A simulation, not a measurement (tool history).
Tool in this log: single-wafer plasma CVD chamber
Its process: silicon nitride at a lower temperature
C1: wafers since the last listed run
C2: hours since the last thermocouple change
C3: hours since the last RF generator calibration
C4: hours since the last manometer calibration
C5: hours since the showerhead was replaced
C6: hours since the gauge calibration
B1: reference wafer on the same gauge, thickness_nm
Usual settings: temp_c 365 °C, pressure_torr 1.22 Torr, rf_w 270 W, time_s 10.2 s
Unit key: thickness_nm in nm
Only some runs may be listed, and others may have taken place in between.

{"run": 1, "day": 0.0, "temp_c": 365, "pressure_torr": 1.22, "rf_w": 270, "time_s": 10.2, "C1": 0, "C2": 12.9, "C3": 2086.6, "C4": 1059.4, "C5": 6090.5, "C6": 414.2, "B1": 11.104, "thickness_nm": 10.506}
{"day": 0.367, "done": "RF generator calibrated"}
{"day": 0.683, "done": "showerhead replaced"}
{"run": 2, "day": 0.704, "temp_c": 365, "pressure_torr": 1.22, "rf_w": 270, "time_s": 10.2, "C1": 32, "C2": 29.8, "C3": 8.1, "C4": 1076.3, "C5": 0.5, "C6": 431.1, "B1": 11.087, "thickness_nm": 10.541}
{"run": 3, "day": 1.15, "temp_c": 365, "pressure_torr": 1.22, "rf_w": 270, "time_s": 10.2, "C1": 276, "C2": 40.5, "C3": 18.8, "C4": 1087.0, "C5": 11.2, "C6": 441.8, "B1": 11.099, "thickness_nm": 10.551}
{"run": 4, "day": 1.483, "temp_c": 365, "pressure_torr": 1.09, "rf_w": 270, "time_s": 10.2, "C1": 206, "C2": 48.5, "C3": 26.8, "C4": 1095.0, "C5": 19.2, "C6": 449.8, "B1": 11.11, "thickness_nm": 10.461}
{"day": 1.8, "done": "gauge calibrated"}
{"run": 5, "day": 1.896, "temp_c": 365, "pressure_torr": 1.09, "rf_w": 270, "time_s": 10.2, "C1": 255, "C2": 58.4, "C3": 36.7, "C4": 1104.9, "C5": 29.1, "C6": 2.3, "B1": 11.107, "thickness_nm": 10.441}
{"run": 6, "day": 2.433, "temp_c": 365, "pressure_torr": 1.22, "rf_w": 270, "time_s": 10.2, "C1": 333, "C2": 71.3, "C3": 49.6, "C4": 1117.8, "C5": 42.0, "C6": 15.2, "B1": 11.09, "thickness_nm": 10.634}
{"run": 7, "day": 2.8, "temp_c": 361, "pressure_torr": 1.22, "rf_w": 270, "time_s": 11.6, "C1": 227, "C2": 80.1, "C3": 58.4, "C4": 1126.6, "C5": 50.8, "C6": 24.0, "B1": 11.118, "thickness_nm": 12.048}
{"run": 8, "day": 3.275, "temp_c": 373, "pressure_torr": 1.22, "rf_w": 285, "time_s": 10.2, "C1": 294, "C2": 91.5, "C3": 69.8, "C4": 1138.0, "C5": 62.2, "C6": 35.4, "B1": 11.106, "thickness_nm": 10.903}
{"run": 9, "day": 3.608, "temp_c": 365, "pressure_torr": 1.34, "rf_w": 250, "time_s": 9.5, "C1": 206, "C2": 99.5, "C3": 77.8, "C4": 1146.0, "C5": 70.2, "C6": 43.4, "B1": 11.09, "thickness_nm": 9.585}
{"run": 10, "day": 4.092, "temp_c": 365, "pressure_torr": 1.52, "rf_w": 270, "time_s": 10.2, "C1": 299, "C2": 111.1, "C3": 89.4, "C4": 1157.6, "C5": 81.8, "C6": 55.0, "B1": 11.095, "thickness_nm": 11.101}
{"run": 11, "day": 4.433, "temp_c": 365, "pressure_torr": 1.22, "rf_w": 215, "time_s": 10.2, "C1": 211, "C2": 119.3, "C3": 97.6, "C4": 1165.8, "C5": 90.0, "C6": 63.2, "B1": 11.09, "thickness_nm": 9.13}
{"run": 12, "day": 5.008, "temp_c": 365, "pressure_torr": 1.22, "rf_w": 270, "time_s": 10.2, "C1": 356, "C2": 133.1, "C3": 111.4, "C4": 1179.6, "C5": 103.8, "C6": 77.0, "B1": 11.096, "thickness_nm": 10.602}
{"run": 13, "day": 5.625, "temp_c": 376, "pressure_torr": 1.39, "rf_w": 245, "time_s": 8.8, "C1": 382, "C2": 147.9, "C3": 126.2, "C4": 1194.4, "C5": 118.6, "C6": 91.8, "B1": 11.087, "thickness_nm": 8.716}
{"run": 14, "day": 6.108, "temp_c": 365, "pressure_torr": 1.22, "rf_w": 270, "time_s": 8.7, "C1": 299, "C2": 159.5, "C3": 137.8, "C4": 1206.0, "C5": 130.2, "C6": 103.4, "B1": 11.109, "thickness_nm": 8.988}
{"run": 15, "day": 6.604, "temp_c": 365, "pressure_torr": 1.22, "rf_w": 240, "time_s": 10.2, "C1": 307, "C2": 171.4, "C3": 149.7, "C4": 1217.9, "C5": 142.1, "C6": 115.3, "B1": 11.096, "thickness_nm": 9.812}
{"day": 7.004, "done": "capacitance manometer re-zeroed and calibrated"}
{"run": 16, "day": 7.025, "temp_c": 373, "pressure_torr": 1.22, "rf_w": 270, "time_s": 10.2, "C1": 54, "C2": 181.5, "C3": 159.8, "C4": 0.5, "C5": 152.2, "C6": 125.4, "B1": 11.1, "thickness_nm": 10.565}
{"run": 17, "day": 7.646, "temp_c": 365, "pressure_torr": 1.22, "rf_w": 270, "time_s": 10.2, "C1": 384, "C2": 196.4, "C3": 174.7, "C4": 15.4, "C5": 167.1, "C6": 140.3, "B1": 11.103, "thickness_nm": 10.6}
{"run": 18, "day": 8.167, "temp_c": 352, "pressure_torr": 1.22, "rf_w": 270, "time_s": 10.2, "C1": 322, "C2": 208.9, "C3": 187.2, "C4": 27.9, "C5": 179.6, "C6": 152.8, "B1": 11.09, "thickness_nm": 10.576}
{"run": 19, "day": 8.533, "temp_c": 365, "pressure_torr": 1.07, "rf_w": 305, "time_s": 11.8, "C1": 227, "C2": 217.7, "C3": 196.0, "C4": 36.7, "C5": 188.4, "C6": 161.6, "B1": 11.091, "thickness_nm": 12.945}
{"run": 20, "day": 9.054, "temp_c": 353, "pressure_torr": 1.22, "rf_w": 325, "time_s": 8.8, "C1": 322, "C2": 230.2, "C3": 208.5, "C4": 49.2, "C5": 200.9, "C6": 174.1, "B1": 11.095, "thickness_nm": 10.385}
{"run": 21, "day": 9.792, "temp_c": 359, "pressure_torr": 1.08, "rf_w": 320, "time_s": 12.1, "C1": 457, "C2": 247.9, "C3": 226.2, "C4": 66.9, "C5": 218.6, "C6": 191.8, "B1": 11.1, "thickness_nm": 13.681}
{"run": 22, "day": 10.138, "temp_c": 365, "pressure_torr": 1.22, "rf_w": 270, "time_s": 10.2, "C1": 214, "C2": 256.2, "C3": 234.5, "C4": 75.2, "C5": 226.9, "C6": 200.1, "B1": 11.092, "thickness_nm": 10.542}
{"run": 23, "day": 10.575, "temp_c": 365, "pressure_torr": 1.22, "rf_w": 270, "time_s": 9.0, "C1": 271, "C2": 266.7, "C3": 245.0, "C4": 85.7, "C5": 237.4, "C6": 210.6, "B1": 11.108, "thickness_nm": 9.268}
{"run": 24, "day": 10.925, "temp_c": 365, "pressure_torr": 1.22, "rf_w": 270, "time_s": 10.2, "C1": 216, "C2": 275.1, "C3": 253.4, "C4": 94.1, "C5": 245.8, "C6": 219.0, "B1": 11.085, "thickness_nm": 10.611}
{"run": 25, "day": 11.45, "temp_c": 365, "pressure_torr": 1.06, "rf_w": 270, "time_s": 10.2, "C1": 325, "C2": 287.7, "C3": 266.0, "C4": 106.7, "C5": 258.4, "C6": 231.6, "B1": 11.099, "thickness_nm": 10.314}
{"run": 26, "day": 11.779, "temp_c": 365, "pressure_torr": 1.22, "rf_w": 245, "time_s": 8.7, "C1": 203, "C2": 295.6, "C3": 273.9, "C4": 114.6, "C5": 266.3, "C6": 239.5, "B1": 11.105, "thickness_nm": 8.412}
{"run": 27, "day": 12.421, "temp_c": 355, "pressure_torr": 1.48, "rf_w": 270, "time_s": 10.2, "C1": 397, "C2": 311.0, "C3": 289.3, "C4": 130.0, "C5": 281.7, "C6": 254.9, "B1": 11.097, "thickness_nm": 10.953}
{"run": 28, "day": 13.154, "temp_c": 365, "pressure_torr": 1.22, "rf_w": 270, "time_s": 10.2, "C1": 454, "C2": 328.6, "C3": 306.9, "C4": 147.6, "C5": 299.3, "C6": 272.5, "B1": 11.105, "thickness_nm": 10.544}
{"run": 29, "day": 13.638, "temp_c": 365, "pressure_torr": 1.22, "rf_w": 270, "time_s": 10.2, "C1": 299, "C2": 340.2, "C3": 318.5, "C4": 159.2, "C5": 310.9, "C6": 284.1, "B1": 11.115, "thickness_nm": 10.618}
{"run": 30, "day": 14.171, "temp_c": 365, "pressure_torr": 1.22, "rf_w": 270, "time_s": 10.2, "C1": 330, "C2": 353.0, "C3": 331.3, "C4": 172.0, "C5": 323.7, "C6": 296.9, "B1": 11.105, "thickness_nm": 10.62}

Below are 3 alternative next runs, each starting from the tool's condition after run 30. Predict each:
{"run": "A", "day": 14.188, "temp_c": 365, "pressure_torr": 1.22, "rf_w": 270, "time_s": 10.2, "C1": 10, "C2": 353.4, "C3": 331.7, "C4": 172.4, "C5": 324.1, "C6": 297.3, "B1": "?", "thickness_nm": "?"}
{"run": "B", "day": 14.188, "temp_c": 351, "pressure_torr": 1.22, "rf_w": 230, "time_s": 10.2, "C1": 10, "C2": 353.4, "C3": 331.7, "C4": 172.4, "C5": 324.1, "C6": 297.3, "B1": "?", "thickness_nm": "?"}
{"run": "C", "day": 14.188, "temp_c": 365, "pressure_torr": 1.22, "rf_w": 300, "time_s": 10.2, "C1": 10, "C2": 353.4, "C3": 331.7, "C4": 172.4, "C5": 324.1, "C6": 297.3, "B1": "?", "thickness_nm": "?"}

run=A B1=11.112 thickness_nm=10.523
run=B B1=11.112 thickness_nm=9.540
run=C B1=11.112 thickness_nm=11.245
Without the tool's unlogged condition, the same runs would have read:
run=A thickness_nm=10.523
run=B thickness_nm=9.540
run=C thickness_nm=11.245

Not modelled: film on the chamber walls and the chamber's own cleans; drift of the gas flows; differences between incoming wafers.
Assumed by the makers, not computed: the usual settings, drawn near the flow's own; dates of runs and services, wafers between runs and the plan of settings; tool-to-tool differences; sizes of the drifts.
